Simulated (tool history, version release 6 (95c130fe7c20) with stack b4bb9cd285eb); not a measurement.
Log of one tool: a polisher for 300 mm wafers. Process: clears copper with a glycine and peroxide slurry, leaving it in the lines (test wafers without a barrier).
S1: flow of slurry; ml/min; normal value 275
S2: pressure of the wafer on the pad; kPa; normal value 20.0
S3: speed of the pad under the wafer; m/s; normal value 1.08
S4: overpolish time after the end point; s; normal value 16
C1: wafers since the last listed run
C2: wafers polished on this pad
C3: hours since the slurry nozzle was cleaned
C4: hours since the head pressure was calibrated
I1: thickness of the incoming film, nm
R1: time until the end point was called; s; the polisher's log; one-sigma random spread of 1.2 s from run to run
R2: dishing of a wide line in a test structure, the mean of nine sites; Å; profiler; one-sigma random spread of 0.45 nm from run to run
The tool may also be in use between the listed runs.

| run | hour | S1 | S2 | S3 | S4 | C1 | C2 | C3 | C4 | I1 | R1 | R2 |
|---|---|---|---|---|---|---|---|---|---|---|---|---|
| 1 | 0.0 | 275 | 20.0 | 1.18 | 12 | 0 | 354 | 178.0 | 629.6 | 667.3 | 106.4 | 202 |
| 2 | 68.2 | 275 | 20.0 | 1.18 | 12 | 368 | 723 | 246.2 | 697.8 | 658.8 | 106.3 | 206 |
|  | 113.2 | worn pad replaced by a new one |
| 3 | 134.8 | 275 | 20.0 | 1.18 | 12 | 338 | 116 | 312.8 | 764.4 | 666.0 | 99.3 | 206 |
| 4 | 202.3 | 275 | 20.0 | 1.08 | 16 | 365 | 481 | 380.3 | 831.9 | 672.2 | 112.9 | 213 |
| 5 | 241.0 | 275 | 20.0 | 1.08 | 16 | 209 | 690 | 419.0 | 870.6 | 666.0 | 111.9 | 210 |
| 6 | 311.7 | 275 | 18.6 | 1.08 | 16 | 382 | 1073 | 489.7 | 941.3 | 657.6 | 123.5 | 210 |
|  | 336.9 | worn pad replaced by a new one |
| 7 | 372.9 | 275 | 18.6 | 1.08 | 16 | 309 | 194 | 550.9 | 1002.5 | 668.4 | 112.4 | 203 |
|  | 394.4 | head pressure recalibrated |
| 8 | 400.0 | 275 | 20.0 | 1.08 | 16 | 135 | 330 | 578.0 | 5.6 | 661.4 | 116.5 | 215 |
|  | 417.4 | slurry nozzle cleaned |
| 9 | 462.1 | 275 | 20.0 | 1.08 | 16 | 330 | 660 | 44.7 | 67.7 | 654.2 | 121.3 | 218 |
| 10 | 487.6 | 275 | 20.0 | 1.08 | 16 | 137 | 798 | 70.2 | 93.2 | 654.8 | 121.2 | 203 |
|  | 514.7 | worn pad replaced by a new one |
| 11 | 526.1 | 275 | 15.2 | 0.72 | 16 | 186 | 61 | 108.7 | 131.7 | 655.4 | 188.9 | 201 |
| 12 | 562.8 | 340 | 14.5 | 1.08 | 16 | 198 | 260 | 145.4 | 168.4 | 647.9 | 142.9 | 206 |
| 13 | 593.5 | 275 | 20.0 | 1.08 | 19 | 166 | 426 | 176.1 | 199.1 | 658.5 | 116.4 | 211 |
| 14 | 632.0 | 275 | 20.0 | 1.08 | 16 | 208 | 634 | 214.6 | 237.6 | 668.5 | 120.5 | 215 |
| 15 | 698.4 | 195 | 24.1 | 0.86 | 9 | 359 | 993 | 281.0 | 304.0 | 650.7 | 128.5 | 183 |
|  | 728.3 | worn pad replaced by a new one |
| 16 | 765.8 | 275 | 20.0 | 1.08 | 16 | 342 | 202 | 348.4 | 371.4 | 669.0 | 117.4 | 209 |
| 17 | 801.6 | 275 | 20.0 | 1.08 | 16 | 193 | 396 | 384.2 | 407.2 | 656.5 | 118.5 | 206 |
| 18 | 829.0 | 275 | 17.2 | 1.44 | 7 | 148 | 544 | 411.6 | 434.6 | 664.1 | 105.7 | 170 |
| 19 | 860.1 | 275 | 20.0 | 1.08 | 8 | 168 | 712 | 442.7 | 465.7 | 667.5 | 124.3 | 172 |
| 20 | 895.2 | 275 | 20.0 | 1.08 | 16 | 189 | 902 | 477.8 | 500.8 | 647.1 | 119.6 | 213 |
|  | 911.0 | worn pad replaced by a new one |
| 21 | 925.7 | 275 | 22.1 | 1.08 | 16 | 143 | 79 | 508.3 | 531.3 | 671.8 | 102.7 | 215 |

3 options for the next run, each taken on its own from the tool as it stands now. Forecast them:
| A | 926.2 | 275 | 20.0 | 1.08 | 16 | 2 | 82 | 508.8 | 531.8 | 661.7 | ? | ? |
| B | 926.2 | 185 | 25.5 | 1.08 | 16 | 2 | 82 | 508.8 | 531.8 | 661.7 | ? | ? |
| C | 926.2 | 205 | 14.5 | 1.08 | 16 | 2 | 82 | 508.8 | 531.8 | 661.7 | ? | ? |

| run | R1 | R2 |
|---|---|---|
| A | 110.3 | 215 |
| B | 91.8 | 218 |
| C | 146.6 | 207 |
With the hidden condition removed and each run's random variation left untouched, the same runs would have given:
| run | R1 | R2 |
|---|---|---|
| A | 110.8 | 215 |
| B | 92.3 | 218 |
| C | 147.0 | 207 |
